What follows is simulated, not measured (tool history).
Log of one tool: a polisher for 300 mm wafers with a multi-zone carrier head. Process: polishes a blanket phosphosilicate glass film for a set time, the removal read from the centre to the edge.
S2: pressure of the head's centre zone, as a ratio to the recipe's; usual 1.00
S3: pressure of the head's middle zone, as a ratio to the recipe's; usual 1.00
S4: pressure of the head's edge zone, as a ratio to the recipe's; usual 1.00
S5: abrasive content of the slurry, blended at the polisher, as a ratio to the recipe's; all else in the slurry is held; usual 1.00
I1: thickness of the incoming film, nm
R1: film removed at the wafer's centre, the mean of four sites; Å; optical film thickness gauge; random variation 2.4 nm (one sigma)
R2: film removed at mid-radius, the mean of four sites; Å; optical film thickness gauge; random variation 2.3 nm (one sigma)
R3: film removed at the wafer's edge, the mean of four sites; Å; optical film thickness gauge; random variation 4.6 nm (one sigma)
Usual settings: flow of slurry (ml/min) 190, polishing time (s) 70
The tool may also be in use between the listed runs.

{"run": 1, "hour": 0.0, "flow of slurry (ml/min)": 190, "S2": 1.0, "S3": 1.0, "S4": 1.0, "S5": 1.0, "polishing time (s)": 70, "I1": 4119.3, "R1": 2884, "R2": 2988, "R3": 2993}
{"run": 2, "hour": 20.4, "flow of slurry (ml/min)": 190, "S2": 1.0, "S3": 1.0, "S4": 1.0, "S5": 1.0, "polishing time (s)": 84, "I1": 4118.7, "R1": 3496, "R2": 3515, "R3": 3577}
{"run": 3, "hour": 52.8, "flow of slurry (ml/min)": 190, "S2": 1.0, "S3": 1.0, "S4": 1.0, "S5": 1.0, "polishing time (s)": 84, "I1": 4058.4, "R1": 3448, "R2": 3487, "R3": 3533}
{"run": 4, "hour": 74.9, "flow of slurry (ml/min)": 190, "S2": 1.0, "S3": 1.0, "S4": 1.0, "S5": 1.0, "polishing time (s)": 70, "I1": 4017.5, "R1": 2837, "R2": 2860, "R3": 2846}
{"hour": 92.6, "done": "carrier head's membrane replaced by a new one"}
{"run": 5, "hour": 100.5, "flow of slurry (ml/min)": 190, "S2": 0.94, "S3": 1.0, "S4": 0.92, "S5": 1.0, "polishing time (s)": 79, "I1": 4037.0, "R1": 2977, "R2": 3281, "R3": 3169}
{"hour": 109.8, "done": "edge zone pressure recalibrated"}
{"hour": 112.0, "done": "worn pad replaced by a new one"}
{"run": 6, "hour": 116.3, "flow of slurry (ml/min)": 155, "S2": 0.95, "S3": 1.0, "S4": 0.94, "S5": 1.0, "polishing time (s)": 57, "I1": 4066.2, "R1": 2210, "R2": 2394, "R3": 2347}
{"run": 7, "hour": 128.7, "flow of slurry (ml/min)": 190, "S2": 1.0, "S3": 1.0, "S4": 1.0, "S5": 1.0, "polishing time (s)": 70, "I1": 4019.3, "R1": 2981, "R2": 2992, "R3": 3001}
{"run": 8, "hour": 145.9, "flow of slurry (ml/min)": 190, "S2": 0.89, "S3": 1.0, "S4": 0.89, "S5": 1.0, "polishing time (s)": 70, "I1": 4069.9, "R1": 2601, "R2": 3010, "R3": 2855}
{"run": 9, "hour": 179.2, "flow of slurry (ml/min)": 190, "S2": 1.11, "S3": 1.0, "S4": 0.95, "S5": 1.0, "polishing time (s)": 70, "I1": 4119.4, "R1": 3206, "R2": 2974, "R3": 2873}
{"run": 10, "hour": 195.5, "flow of slurry (ml/min)": 210, "S2": 1.0, "S3": 1.0, "S4": 1.0, "S5": 1.0, "polishing time (s)": 70, "I1": 4004.1, "R1": 2970, "R2": 2969, "R3": 2972}
{"hour": 212.1, "done": "slurry nozzle cleaned"}
{"hour": 221.9, "done": "centre zone pressure recalibrated"}
{"run": 11, "hour": 226.3, "flow of slurry (ml/min)": 245, "S2": 1.0, "S3": 1.0, "S4": 1.0, "S5": 1.0, "polishing time (s)": 70, "I1": 4042.8, "R1": 2984, "R2": 2987, "R3": 3066}
{"run": 12, "hour": 245.3, "flow of slurry (ml/min)": 125, "S2": 1.0, "S3": 1.0, "S4": 1.0, "S5": 0.8, "polishing time (s)": 70, "I1": 4096.3, "R1": 2376, "R2": 2401, "R3": 2490}
{"run": 13, "hour": 270.8, "flow of slurry (ml/min)": 245, "S2": 1.0, "S3": 1.0, "S4": 1.0, "S5": 1.2, "polishing time (s)": 59, "I1": 3977.5, "R1": 2695, "R2": 2694, "R3": 2651}
{"hour": 281.2, "done": "worn pad replaced by a new one"}
{"run": 14, "hour": 283.6, "flow of slurry (ml/min)": 190, "S2": 1.0, "S3": 1.0, "S4": 1.0, "S5": 1.0, "polishing time (s)": 70, "I1": 4007.9, "R1": 3034, "R2": 3074, "R3": 3214}
{"run": 15, "hour": 305.1, "flow of slurry (ml/min)": 220, "S2": 1.0, "S3": 0.89, "S4": 1.0, "S5": 0.9, "polishing time (s)": 90, "I1": 4003.4, "R1": 3750, "R2": 3467, "R3": 3809}
{"run": 16, "hour": 334.5, "flow of slurry (ml/min)": 160, "S2": 1.0, "S3": 1.0, "S4": 1.1, "S5": 1.0, "polishing time (s)": 70, "I1": 4049.5, "R1": 2785, "R2": 2841, "R3": 3140}
{"run": 17, "hour": 366.3, "flow of slurry (ml/min)": 190, "S2": 0.89, "S3": 1.0, "S4": 0.89, "S5": 1.0, "polishing time (s)": 70, "I1": 4036.9, "R1": 2623, "R2": 2932, "R3": 2790}

The next listed run, before its measurement:
{"run": 18, "hour": 422.2, "flow of slurry (ml/min)": 255, "S2": 1.0, "S3": 0.88, "S4": 1.0, "S5": 1.25, "polishing time (s)": 70, "I1": 4003.1, "R1": "?", "R2": "?", "R3": "?"}

Run 18 gave R1 3274 Å, R2 2945 Å, R3 3318 Å.
Without the tool's hidden state the same run would have given R1 3501 Å, R2 3149 Å, R3 3548 Å.

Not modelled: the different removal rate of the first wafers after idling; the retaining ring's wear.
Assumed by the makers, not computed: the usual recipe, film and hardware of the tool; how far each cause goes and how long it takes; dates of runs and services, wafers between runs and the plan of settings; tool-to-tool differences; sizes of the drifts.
